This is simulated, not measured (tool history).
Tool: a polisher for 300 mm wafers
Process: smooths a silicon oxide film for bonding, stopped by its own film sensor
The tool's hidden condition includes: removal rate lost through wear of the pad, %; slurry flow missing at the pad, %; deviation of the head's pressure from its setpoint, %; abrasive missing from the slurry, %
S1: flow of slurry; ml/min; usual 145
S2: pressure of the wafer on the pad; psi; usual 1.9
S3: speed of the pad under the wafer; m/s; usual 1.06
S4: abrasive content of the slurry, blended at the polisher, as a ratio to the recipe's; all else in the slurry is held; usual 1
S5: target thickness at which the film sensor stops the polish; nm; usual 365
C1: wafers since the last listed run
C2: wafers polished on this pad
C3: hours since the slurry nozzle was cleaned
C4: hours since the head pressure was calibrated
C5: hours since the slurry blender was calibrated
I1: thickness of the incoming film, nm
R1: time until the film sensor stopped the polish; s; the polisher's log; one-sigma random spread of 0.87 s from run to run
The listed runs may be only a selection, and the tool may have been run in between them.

Run 1, hour 0: usual settings but S2 1.7 psi; C1 0; C2 248; C3 33.4; C4 190.4; C5 167.5; I1 427.1. Result: R1 81.6 s.
Run 2, hour 75.6: usual settings but S2 1.7 psi; C1 1046; C2 1294; C3 109; C4 266; C5 243.1; I1 423.4. Result: R1 77.4 s.
Run 3, hour 141.8: usual settings but S2 1.7 psi; C1 915; C2 2210; C3 175.2; C4 332.2; C5 309.3; I1 425.7. Result: R1 82.9 s.
Run 4, hour 238: usual settings but S4 0.85; C1 1331; C2 3541; C3 271.4; C4 428.4; C5 405.5; I1 427.7. Result: R1 88.1 s.
At hour 256.9: slurry blender recalibrated.
Run 5, hour 321.5: usual settings but S4 0.85; C1 1127; C2 4668; C3 354.9; C4 511.9; C5 64.6; I1 424.7. Result: R1 86.6 s.
At hour 326.8: head pressure recalibrated.
At hour 395.8: worn pad replaced by a new one.
At hour 406.5: slurry nozzle cleaned.
Run 6, hour 429.4: usual settings; C1 1396; C2 451; C3 22.9; C4 102.6; C5 172.5; I1 429.1. Result: R1 76.8 s.
Run 7, hour 521.6: usual settings; C1 1275; C2 1727; C3 115.1; C4 194.8; C5 264.7; I1 429.4. Result: R1 76.1 s.
Run 8, hour 564.4: usual settings; C1 592; C2 2319; C3 157.9; C4 237.6; C5 307.5; I1 426.5. Result: R1 75.7 s.
Run 9, hour 605.3: usual settings; C1 565; C2 2885; C3 198.8; C4 278.5; C5 348.4; I1 422.3. Result: R1 72.3 s.
Run 10, hour 680.3: usual settings but S4 0.8; C1 1037; C2 3923; C3 273.8; C4 353.5; C5 423.4; I1 432.6. Result: R1 100.3 s.
At hour 758.8: slurry blender recalibrated.
Run 11, hour 780.5: usual settings but S4 0.8; C1 1358; C2 5281; C3 374; C4 453.7; C5 21.7; I1 437.3. Result: R1 110.7 s.
At hour 863.1: worn pad replaced by a new one.
Run 12, hour 863.6: usual settings but S2 1.5 psi; C1 1094; C2 7; C3 457.1; C4 536.8; C5 104.8; I1 428.6. Result: R1 106.9 s.
Run 13, hour 902: usual settings but S2 1.5 psi; C1 531; C2 538; C3 495.5; C4 575.2; C5 143.2; I1 427.2. Result: R1 107.4 s.
At hour 915.1: slurry nozzle cleaned.
Run 14, hour 954.1: usual settings but S1 170 ml/min; C1 707; C2 1245; C3 39; C4 627.3; C5 195.3; I1 426.4. Result: R1 72.1 s.
At hour 1008.2: head pressure recalibrated.
Run 15, hour 1049.9: usual settings but S3 0.76 m/s, S5 347 nm; C1 1297; C2 2543; C3 134.8; C4 41.7; C5 291.1; I1 424.9. Result: R1 121.6 s.
Run 16, hour 1142.5: usual settings but S3 0.72 m/s; C1 1281; C2 3825; C3 227.4; C4 134.3; C5 383.7; I1 426.6. Result: R1 102.5 s.
Run 17, hour 1181.5: usual settings but S2 1.6 psi, S4 1.25; C1 539; C2 4364; C3 266.4; C4 173.3; C5 422.7; I1 427.6. Result: R1 80.1 s.
At hour 1219.6: slurry blender recalibrated.
Run 18, hour 1280.2: usual settings but S3 1.28 m/s; C1 1337; C2 5702; C3 365.1; C4 272; C5 60.6; I1 429.3. Result: R1 70.1 s.
At hour 1300.3: worn pad replaced by a new one.
At hour 1415.5: slurry nozzle cleaned.
Run 19, hour 1431.6: usual settings; C1 2025; C2 1802; C3 16.1; C4 423.4; C5 212; I1 426.3. Result: R1 74.1 s.
Run 20, hour 1494.3: usual settings but S2 2.4 psi, S5 346 nm; C1 867; C2 2670; C3 78.8; C4 486.1; C5 274.7; I1 432.3. Result: R1 83.2 s.
Run 21, hour 1532.9: usual settings; C1 534; C2 3204; C3 117.4; C4 524.7; C5 313.3; I1 428.9. Result: R1 78.5 s.
At hour 1591.9: head pressure recalibrated.
Run 22, hour 1600: usual settings but S5 377 nm; C1 900; C2 4104; C3 184.5; C4 8.1; C5 380.4; I1 437. Result: R1 73.9 s.
At hour 1689.1: slurry blender recalibrated.
Run 23, hour 1691.1: usual settings but S4 1.25; C1 1232; C2 5337; C3 275.6; C4 99.2; C5 2; I1 424.4. Result: R1 65.6 s.
At hour 1774.9: worn pad replaced by a new one.
Run 24, hour 1775.4: usual settings; C1 1111; C2 7; C3 359.9; C4 183.5; C5 86.3; I1 429.5. Result: R1 81.6 s.
At hour 1822.2: slurry nozzle cleaned.
Run 25, hour 1866.6: usual settings but S2 2.4 psi, S5 345 nm; C1 1248; C2 1255; C3 44.4; C4 274.7; C5 177.5; I1 437.5. Result: R1 88.5 s.
Run 26, hour 1915.7: usual settings but S1 160 ml/min, S2 2.2 psi; C1 679; C2 1934; C3 93.5; C4 323.8; C5 226.6; I1 429.1. Result: R1 66.4 s.
Run 27, hour 1978.4: usual settings; C1 867; C2 2802; C3 156.2; C4 386.5; C5 289.3; I1 434.8. Result: R1 84 s.

What will run 28 give?
At hour 2067.9: slurry blender recalibrated.
Run 28, hour 2079.4: usual settings but S2 2.3 psi, S4 1.25; C1 1369; C2 4172; C3 257.2; C4 487.5; C5 11.5; I1 424.6. Result: R1 ?.

{"run 28": {"R1": 54.5}}
Were there no unlogged condition in the tool, this run, its random variation unchanged, would have produced R1 51.3 s.

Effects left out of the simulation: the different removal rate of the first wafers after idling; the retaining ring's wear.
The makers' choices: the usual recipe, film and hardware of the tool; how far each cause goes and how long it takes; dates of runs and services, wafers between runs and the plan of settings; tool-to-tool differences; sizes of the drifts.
